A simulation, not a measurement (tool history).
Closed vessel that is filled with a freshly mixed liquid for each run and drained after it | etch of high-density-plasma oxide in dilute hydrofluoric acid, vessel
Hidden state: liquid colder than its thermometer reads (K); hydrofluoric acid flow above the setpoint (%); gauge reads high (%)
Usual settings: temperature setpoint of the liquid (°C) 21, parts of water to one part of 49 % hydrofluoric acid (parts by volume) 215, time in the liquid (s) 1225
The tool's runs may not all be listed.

| run | hour | temperature setpoint of the liquid (°C) | parts of water to one part of 49 % hydrofluoric acid (parts by volume) | time in the liquid (s) | wafers since the last listed run | hours since the thermometer was replaced | hours since the hydrofluoric acid flow meter was replaced | hours since the gauge calibration | read-back film thickness of the high-density-plasma oxide reference wafer, read on the same gauge (nm) | thickness taken off the high-density-plasma oxide on a monitor wafer (nm) |
|---|---|---|---|---|---|---|---|---|---|---|
| 1 | 0 | 21 | 215 | 1025 | 0 | 2778.9 | 1650.4 | 227.2 | 120.01 | 29.02 |
| 2 | 40.3 | 18 | 215 | 755 | 2619 | 2819.2 | 1690.7 | 267.5 | 119.97 | 18.93 |
| 3 | 48.7 | 21 | 215 | 1225 | 545 | 2827.6 | 1699.1 | 275.9 | 119.98 | 34.68 |
| 4 | 64.4 | 21 | 155 | 1225 | 1020 | 2843.3 | 1714.8 | 291.6 | 120 | 50.94 |
| 5 | 79.4 | 21 | 155 | 1225 | 974 | 2858.3 | 1729.8 | 306.6 | 120.03 | 50.79 |
|  | 84.1 | gauge calibrated |
| 6 | 108.5 | 21 | 155 | 1225 | 1891 | 2887.4 | 1758.9 | 24.4 | 119.98 | 51.4 |
| 7 | 117.4 | 21 | 215 | 1735 | 578 | 2896.3 | 1767.8 | 33.3 | 120.04 | 49.36 |
| 8 | 124.8 | 21 | 215 | 1515 | 480 | 2903.7 | 1775.2 | 40.7 | 120.03 | 43.03 |
|  | 134.7 | thermometer replaced |
| 9 | 138.4 | 21 | 215 | 1225 | 818 | 3.7 | 1788.8 | 54.3 | 120 | 34.88 |
| 10 | 148.5 | 17 | 180 | 1780 | 656 | 13.8 | 1798.9 | 64.4 | 120.02 | 53.36 |
| 11 | 155 | 21 | 135 | 770 | 422 | 20.3 | 1805.4 | 70.9 | 120.02 | 37.91 |
| 12 | 169.9 | 21 | 215 | 1225 | 968 | 35.2 | 1820.3 | 85.8 | 119.96 | 35.05 |
|  | 171.6 | hydrofluoric acid flow meter replaced |
| 13 | 187.2 | 24 | 125 | 545 | 1059 | 52.5 | 15.6 | 103.1 | 120.01 | 28.8 |
| 14 | 198.2 | 18 | 215 | 1725 | 714 | 63.5 | 26.6 | 114.1 | 120.04 | 38.33 |

Run 15 comes next. What will it give?
| 15 | 209.6 | 17 | 270 | 1565 | 740 | 74.9 | 38 | 125.5 | ? | ? |

{"run 15": {"read-back film thickness of the high-density-plasma oxide reference wafer, read on the same gauge (nm)": 120, "thickness taken off the high-density-plasma oxide on a monitor wafer (nm)": 25.35}}
Without the tool's hidden state the same run would have given thickness taken off the high-density-plasma oxide on a monitor wafer (nm) 25.24.
